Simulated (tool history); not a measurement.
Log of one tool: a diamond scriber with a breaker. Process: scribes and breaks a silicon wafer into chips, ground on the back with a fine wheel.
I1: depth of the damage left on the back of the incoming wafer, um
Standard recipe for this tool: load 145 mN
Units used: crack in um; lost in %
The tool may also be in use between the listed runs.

{"run": 1, "hour": 0.0, "load": 145, "I1": 2.86, "crack": 9.42, "lost": 3.17}
{"run": 2, "hour": 16.0, "load": 145, "I1": 2.09, "crack": 9.41, "lost": 1.7}
{"run": 3, "hour": 28.4, "load": 116, "I1": 2.71, "crack": 8.36, "lost": 8.48}
{"run": 4, "hour": 36.6, "load": 116, "I1": 2.25, "crack": 8.3, "lost": 6.99}
{"run": 5, "hour": 46.4, "load": 145, "I1": 2.89, "crack": 9.36, "lost": 3.12}
{"run": 6, "hour": 62.9, "load": 145, "I1": 1.87, "crack": 9.38, "lost": 1.5}
{"run": 7, "hour": 75.9, "load": 145, "I1": 2.5, "crack": 9.5, "lost": 2.38}
{"run": 8, "hour": 84.7, "load": 145, "I1": 2.32, "crack": 9.39, "lost": 2.19}
{"run": 9, "hour": 98.2, "load": 145, "I1": 2.56, "crack": 9.32, "lost": 2.5}
{"run": 10, "hour": 111.9, "load": 145, "I1": 2.62, "crack": 9.17, "lost": 2.48}
{"run": 11, "hour": 129.2, "load": 145, "I1": 1.75, "crack": 9.43, "lost": 1.41}
{"run": 12, "hour": 144.8, "load": 145, "I1": 2.8, "crack": 9.33, "lost": 3.44}
{"run": 13, "hour": 151.7, "load": 121, "I1": 1.91, "crack": 8.25, "lost": 5.53}
{"run": 14, "hour": 166.4, "load": 121, "I1": 2.42, "crack": 9.22, "lost": 2.61}
{"run": 15, "hour": 176.7, "load": 121, "I1": 1.6, "crack": 9.1, "lost": 1.55}
{"run": 16, "hour": 192.8, "load": 145, "I1": 2.08, "crack": 10.22, "lost": 1.69}
{"run": 17, "hour": 204.9, "load": 175, "I1": 2.74, "crack": 11.53, "lost": 6.32}
{"run": 18, "hour": 211.5, "load": 145, "I1": 1.96, "crack": 10.38, "lost": 1.82}
{"run": 19, "hour": 226.4, "load": 108, "I1": 2.72, "crack": 8.61, "lost": 5.2}
{"run": 20, "hour": 232.8, "load": 160, "I1": 2.21, "crack": 10.86, "lost": 3.83}
{"run": 21, "hour": 285.8, "load": 114, "I1": 2.01, "crack": 8.26, "lost": 6.01}
{"run": 22, "hour": 293.9, "load": 172, "I1": 2.44, "crack": 10.3, "lost": 2.68}
{"run": 23, "hour": 309.1, "load": 187, "I1": 2.52, "crack": 11.0, "lost": 4.88}
{"run": 24, "hour": 319.8, "load": 145, "I1": 1.75, "crack": 9.48, "lost": 1.13}
{"run": 25, "hour": 330.4, "load": 110, "I1": 2.36, "crack": 8.12, "lost": 8.2}
{"run": 26, "hour": 342.4, "load": 171, "I1": 2.01, "crack": 10.74, "lost": 2.28}
{"run": 27, "hour": 396.0, "load": 157, "I1": 2.66, "crack": 9.95, "lost": 2.3}
{"run": 28, "hour": 409.6, "load": 133, "I1": 2.13, "crack": 8.77, "lost": 2.57}
{"run": 29, "hour": 419.5, "load": 145, "I1": 1.73, "crack": 9.64, "lost": 1.07}
{"run": 30, "hour": 426.0, "load": 109, "I1": 1.86, "crack": 7.89, "lost": 7.43}
{"run": 31, "hour": 436.8, "load": 145, "I1": 2.6, "crack": 9.76, "lost": 2.31}
{"run": 32, "hour": 445.0, "load": 111, "I1": 2.2, "crack": 8.2, "lost": 8.37}

The log once held 2 entries between its listed runs, left out of this copy. Where does each go, and what is different about the tool's unlogged condition between the listed run before it and the listed run after it?
After run 13, before run 14: diamond tip replaced by a new one (hour 156.3)
  share of the diamond tip's cutting effectiveness lost through wear, %: 14.4 -> 2.22; deviation of the load on the tip from its setpoint, %: 10.8 -> 11.3
  what was measured, less what the result would be without the hidden state, crack: -0.38 -> +0.43 um; lost: +2.11 -> -1.58 %
After run 20, before run 21: load on the tip recalibrated (hour 245.7)
  share of the diamond tip's cutting effectiveness lost through wear, %: 2.41 -> 2.76; deviation of the load on the tip from its setpoint, %: 14.1 -> 0.705
  what was measured, less what the result would be without the hidden state, crack: +0.65 -> -0.12 um; lost: +1.83 -> +0.81 %
